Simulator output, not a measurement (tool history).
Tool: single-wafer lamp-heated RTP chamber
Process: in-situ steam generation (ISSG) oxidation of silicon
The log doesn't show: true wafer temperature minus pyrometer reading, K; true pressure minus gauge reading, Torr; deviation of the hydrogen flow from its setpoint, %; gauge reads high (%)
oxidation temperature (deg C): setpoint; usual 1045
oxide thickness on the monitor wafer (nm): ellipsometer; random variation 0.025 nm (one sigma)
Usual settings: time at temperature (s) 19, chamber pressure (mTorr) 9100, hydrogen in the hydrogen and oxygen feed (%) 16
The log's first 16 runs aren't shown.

run,hour,oxidation temperature (deg C),time at temperature (s),chamber pressure (mTorr),hydrogen in the hydrogen and oxygen feed (%),wafers since the last listed run,wafers since the last pyrometer calibration,hours since the pressure gauge was zeroed,hours since the hydrogen flow controller was replaced,hours since the gauge calibration,"read-back reference wafer on the same gauge, thickness",oxide thickness on the monitor wafer (nm)
17,412.8,1045,19,7700,16,247,1225,3230.2,4292.2,74.3,6.537,6.021
# hour 440.0: hydrogen flow controller replaced
18,440.5,1045,19,9100,16,220,1446,3257.9,0.5,102.0,6.531,5.968
# hour 466.9: pyrometer window cleaned and pyrometer calibrated
19,480.7,1045,27,9100,16,360,154,3298.1,40.7,142.2,6.531,7.209
20,495.5,1045,19,9100,16,165,320,3312.9,55.5,157.0,6.526,5.921
# hour 517.5: pressure gauge zeroed
21,528.0,1045,19,9100,16,274,594,10.5,88.0,189.5,6.526,6.009
22,542.3,1033,12,8100,25,159,754,24.8,102.3,203.8,6.529,4.994
23,563.3,1031,15,9100,16,234,989,45.8,123.3,224.8,6.530,4.920
24,586.4,1045,19,9100,16,258,1247,68.9,146.4,247.9,6.540,5.981
25,606.7,1054,19,9100,11,227,1474,89.2,166.7,268.2,6.523,5.822
26,621.6,1045,17,9500,16,166,1641,104.1,181.6,283.1,6.530,5.583
# hour 645.9: pyrometer window cleaned and pyrometer calibrated
27,654.8,1037,24,10000,11,281,99,137.3,214.8,316.3,6.524,5.920
28,689.4,1034,19,9100,16,387,486,171.9,249.4,350.9,6.535,5.621
29,708.5,1045,19,9100,16,213,700,191.0,268.5,370.0,6.530,5.947
30,729.1,1045,22,10200,11,230,930,211.6,289.1,390.6,6.528,5.844
# hour 798.0: pyrometer window cleaned and pyrometer calibrated
31,798.5,1045,19,9100,11,686,5,281.0,358.5,460.0,6.528,5.534
32,810.8,1045,19,9100,16,137,143,293.3,370.8,472.3,6.530,6.002

Forecast each of these 3 alternatives for the next run:
A,811.2,1045,19,9100,16,4,147,293.7,371.2,472.7,?,?
B,811.2,1045,16,8600,16,4,147,293.7,371.2,472.7,?,?
C,811.2,1045,26,9100,16,4,147,293.7,371.2,472.7,?,?

run,"read-back reference wafer on the same gauge, thickness",oxide thickness on the monitor wafer (nm)
A,6.526,6.022
B,6.526,5.533
C,6.526,7.111
Without the tool's hidden state the same runs would have given:
run,oxide thickness on the monitor wafer (nm)
A,6.022
B,5.533
C,7.111

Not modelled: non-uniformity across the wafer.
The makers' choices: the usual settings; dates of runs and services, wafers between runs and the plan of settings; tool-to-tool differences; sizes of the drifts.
